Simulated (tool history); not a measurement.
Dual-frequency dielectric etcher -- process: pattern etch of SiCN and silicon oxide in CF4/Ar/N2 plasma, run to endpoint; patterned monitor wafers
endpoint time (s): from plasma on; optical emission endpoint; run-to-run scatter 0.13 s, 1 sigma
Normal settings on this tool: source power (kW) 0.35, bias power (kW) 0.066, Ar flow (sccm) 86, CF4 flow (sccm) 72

run	hour	source power (kW)	bias power (kW)	Ar flow (sccm)	CF4 flow (sccm)	wafers since the last listed run	hours since the last wet clean	hours since the last source power generator calibration	hours since the last bias power generator calibration	hours since the last Ar flow controller change	hours since the last CF4 flow controller change	hours since the last upper electrode change	incoming incoming film thickness, nm	endpoint time (s)
1	0	0.35	0.066	86	72	0	10.3	1326.7	2930.8	4815.8	4996.9	5608.5	12.49	16
2	40.9	0.35	0.066	86	72	387	51.2	1367.6	2971.7	4856.7	5037.8	5649.4	12.53	16
3	77.5	0.35	0.066	86	72	346	87.8	1404.2	3008.3	4893.3	5074.4	5686	12.46	15.8
4	147.9	0.35	0.066	86	72	667	158.2	1474.6	3078.7	4963.7	5144.8	5756.4	12.54	16.1
5	190.4	0.35	0.066	86	72	402	200.7	1517.1	3121.2	5006.2	5187.3	5798.9	12.59	16
6	219.3	0.35	0.066	86	62	273	229.6	1546	3150.1	5035.1	5216.2	5827.8	12.39	16
7	247.1	0.35	0.076	86	72	263	257.4	1573.8	3177.9	5062.9	5244	5855.6	12.51	15.1
8	314.4	0.35	0.066	86	72	637	324.7	1641.1	3245.2	5130.2	5311.3	5922.9	12.47	15.6
9	355.7	0.35	0.066	86	72	391	366	1682.4	3286.5	5171.5	5352.6	5964.2	12.5	15.7
10	394.3	0.35	0.066	86	72	365	404.6	1721	3325.1	5210.1	5391.2	6002.8	12.49	15.7
11	428.9	0.35	0.066	86	72	327	439.2	1755.6	3359.7	5244.7	5425.8	6037.4	12.48	15.5
# hour 457.5: Ar flow controller replaced
# hour 485.5: bias power generator calibrated
# hour 489.1: CF4 flow controller replaced
# hour 492.3: source power generator calibrated
12	492.8	0.35	0.078	86	72	446	503.1	0.5	7.3	35.3	3.7	6101.3	12.66	15.1
13	510.7	0.35	0.066	86	72	169	521	18.4	25.2	53.2	21.6	6119.2	12.44	15.4
# hour 581.8: wet clean of the chamber
14	582.3	0.35	0.053	100	72	451	0.5	90	96.8	124.8	93.2	6190.8	12.38	15.8
15	613	0.35	0.066	86	72	290	31.2	120.7	127.5	155.5	123.9	6221.5	12.55	15.1
16	652.5	0.35	0.066	68	72	374	70.7	160.2	167	195	163.4	6261	12.57	14.9
# hour 719.1: upper electrode replaced
17	719.6	0.35	0.066	86	72	408	137.8	227.3	234.1	262.1	230.5	0.5	12.54	15.2
# hour 779.8: wet clean of the chamber, repeated, since the last time left the tool worse
18	780.3	0.35	0.072	94	59	347	0.5	288	294.8	322.8	291.2	61.2	12.5	16.4
19	826	0.38	0.054	94	78	433	46.2	333.7	340.5	368.5	336.9	106.9	12.43	15.2
20	891.8	0.35	0.06	86	84	623	112	399.5	406.3	434.3	402.7	172.7	12.48	15.8
21	946.4	0.3	0.066	86	72	517	166.6	454.1	460.9	488.9	457.3	227.3	12.61	18.4
22	1058.3	0.35	0.066	86	72	1060	278.5	566	572.8	600.8	569.2	339.2	12.43	15.8
23	1120.4	0.42	0.08	86	54	588	340.6	628.1	634.9	662.9	631.3	401.3	12.55	13.3
24	1145.7	0.43	0.066	97	82	239	365.9	653.4	660.2	688.2	656.6	426.6	12.43	12.8
25	1200.5	0.27	0.058	66	77	519	420.7	708.2	715	743	711.4	481.4	12.49	19.7

Alternative continuations, all from the tool just after run 25; predict every row:
A	1200.9	0.35	0.066	86	89	3	421.1	708.6	715.4	743.4	711.8	481.8	12.46	?
B	1200.9	0.27	0.075	86	86	3	421.1	708.6	715.4	743.4	711.8	481.8	12.46	?
C	1200.9	0.32	0.059	92	77	3	421.1	708.6	715.4	743.4	711.8	481.8	12.46	?

run	endpoint time (s)
A	15
B	18.5
C	17.1
Without the tool's hidden state the same runs would have given:
run	endpoint time (s)
A	15.4
B	19
C	17.6
